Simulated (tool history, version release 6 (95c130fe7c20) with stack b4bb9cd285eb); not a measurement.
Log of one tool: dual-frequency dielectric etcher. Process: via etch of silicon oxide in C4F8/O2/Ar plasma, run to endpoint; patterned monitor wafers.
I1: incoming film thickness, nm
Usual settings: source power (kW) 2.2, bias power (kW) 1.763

{"run": 1, "hour": 0.0, "source power (kW)": 2.2, "bias power (kW)": 1.763, "I1": 1791.5, "endpoint time (s)": 378.7}
{"run": 2, "hour": 23.1, "source power (kW)": 2.2, "bias power (kW)": 1.989, "I1": 1797.4, "endpoint time (s)": 367.9}
{"run": 3, "hour": 53.6, "source power (kW)": 2.2, "bias power (kW)": 1.989, "I1": 1793.1, "endpoint time (s)": 371.7}
{"run": 4, "hour": 74.6, "source power (kW)": 2.2, "bias power (kW)": 1.989, "I1": 1804.5, "endpoint time (s)": 372.6}
{"run": 5, "hour": 94.2, "source power (kW)": 2.2, "bias power (kW)": 1.763, "I1": 1822.4, "endpoint time (s)": 387.6}
{"run": 6, "hour": 120.6, "source power (kW)": 2.2, "bias power (kW)": 1.763, "I1": 1827.8, "endpoint time (s)": 391.8}
{"run": 7, "hour": 147.6, "source power (kW)": 2.53, "bias power (kW)": 1.763, "I1": 1819.5, "endpoint time (s)": 373.5}
{"run": 8, "hour": 172.4, "source power (kW)": 2.53, "bias power (kW)": 1.763, "I1": 1810.5, "endpoint time (s)": 370.7}
{"run": 9, "hour": 198.8, "source power (kW)": 2.53, "bias power (kW)": 1.763, "I1": 1816.1, "endpoint time (s)": 375.5}
{"run": 10, "hour": 221.7, "source power (kW)": 1.94, "bias power (kW)": 1.763, "I1": 1806.8, "endpoint time (s)": 405.2}
{"run": 11, "hour": 246.2, "source power (kW)": 1.94, "bias power (kW)": 1.763, "I1": 1824.4, "endpoint time (s)": 410.9}
{"run": 12, "hour": 269.3, "source power (kW)": 1.94, "bias power (kW)": 1.763, "I1": 1831.2, "endpoint time (s)": 410.2}
{"run": 13, "hour": 295.5, "source power (kW)": 1.77, "bias power (kW)": 1.62, "I1": 1827.9, "endpoint time (s)": 430.6}
{"run": 14, "hour": 322.1, "source power (kW)": 2.2, "bias power (kW)": 1.763, "I1": 1820.8, "endpoint time (s)": 392.4}
{"hour": 363.0, "done": "upper electrode replaced"}
{"run": 15, "hour": 363.5, "source power (kW)": 2.66, "bias power (kW)": 1.882, "I1": 1815.9, "endpoint time (s)": 363.8}
{"hour": 374.3, "done": "bias power generator calibrated"}
{"hour": 402.7, "done": "wet clean of the chamber"}
{"run": 16, "hour": 403.2, "source power (kW)": 2.06, "bias power (kW)": 1.763, "I1": 1827.9, "endpoint time (s)": 388.6}
{"run": 17, "hour": 403.6, "source power (kW)": 2.75, "bias power (kW)": 1.973, "I1": 1808.5, "endpoint time (s)": 340.2}
{"run": 18, "hour": 415.6, "source power (kW)": 2.48, "bias power (kW)": 1.961, "I1": 1810.8, "endpoint time (s)": 355.3}
{"run": 19, "hour": 441.0, "source power (kW)": 2.39, "bias power (kW)": 2.024, "I1": 1826.8, "endpoint time (s)": 358}
{"run": 20, "hour": 462.0, "source power (kW)": 1.94, "bias power (kW)": 1.763, "I1": 1822.5, "endpoint time (s)": 398.7}
{"run": 21, "hour": 497.9, "source power (kW)": 1.73, "bias power (kW)": 1.915, "I1": 1805.5, "endpoint time (s)": 400.6}
{"hour": 513.1, "done": "source power generator calibrated"}
{"run": 22, "hour": 515.7, "source power (kW)": 2.2, "bias power (kW)": 1.763, "I1": 1824, "endpoint time (s)": 384.9}
{"run": 23, "hour": 547.6, "source power (kW)": 2.52, "bias power (kW)": 1.763, "I1": 1805.8, "endpoint time (s)": 364.7}
{"run": 24, "hour": 572.6, "source power (kW)": 2.47, "bias power (kW)": 1.88, "I1": 1802.5, "endpoint time (s)": 358.6}
{"run": 25, "hour": 602.3, "source power (kW)": 1.97, "bias power (kW)": 1.891, "I1": 1820.7, "endpoint time (s)": 393.2}
{"run": 26, "hour": 627.0, "source power (kW)": 2.55, "bias power (kW)": 1.763, "I1": 1813.6, "endpoint time (s)": 366.3}
{"run": 27, "hour": 662.7, "source power (kW)": 2.7, "bias power (kW)": 1.763, "I1": 1816.8, "endpoint time (s)": 360.7}
{"run": 28, "hour": 678.3, "source power (kW)": 2.2, "bias power (kW)": 1.763, "I1": 1815.9, "endpoint time (s)": 386.9}
{"run": 29, "hour": 759.8, "source power (kW)": 2.2, "bias power (kW)": 1.763, "I1": 1829.9, "endpoint time (s)": 391.4}

5 ways to go on from here, each from the tool as it stands after run 29. What would each give?
{"run": "A", "hour": 760.3, "source power (kW)": 1.88, "bias power (kW)": 1.763, "I1": 1814.2, "endpoint time (s)": "?"}
{"run": "B", "hour": 760.3, "source power (kW)": 1.92, "bias power (kW)": 1.555, "I1": 1814.2, "endpoint time (s)": "?"}
{"run": "C", "hour": 760.3, "source power (kW)": 1.8, "bias power (kW)": 1.912, "I1": 1814.2, "endpoint time (s)": "?"}
{"run": "D", "hour": 760.3, "source power (kW)": 2.2, "bias power (kW)": 1.366, "I1": 1814.2, "endpoint time (s)": "?"}
{"run": "E", "hour": 760.3, "source power (kW)": 1.93, "bias power (kW)": 1.535, "I1": 1814.2, "endpoint time (s)": "?"}

run=A endpoint_time_(s)=409.7
run=B endpoint_time_(s)=420.1
run=C endpoint_time_(s)=406.7
run=D endpoint_time_(s)=414.4
run=E endpoint_time_(s)=420.7
Without the tool's hidden state the same runs would have given:
run=A endpoint_time_(s)=401.4
run=B endpoint_time_(s)=411.5
run=C endpoint_time_(s)=398.4
run=D endpoint_time_(s)=406
run=E endpoint_time_(s)=412.2
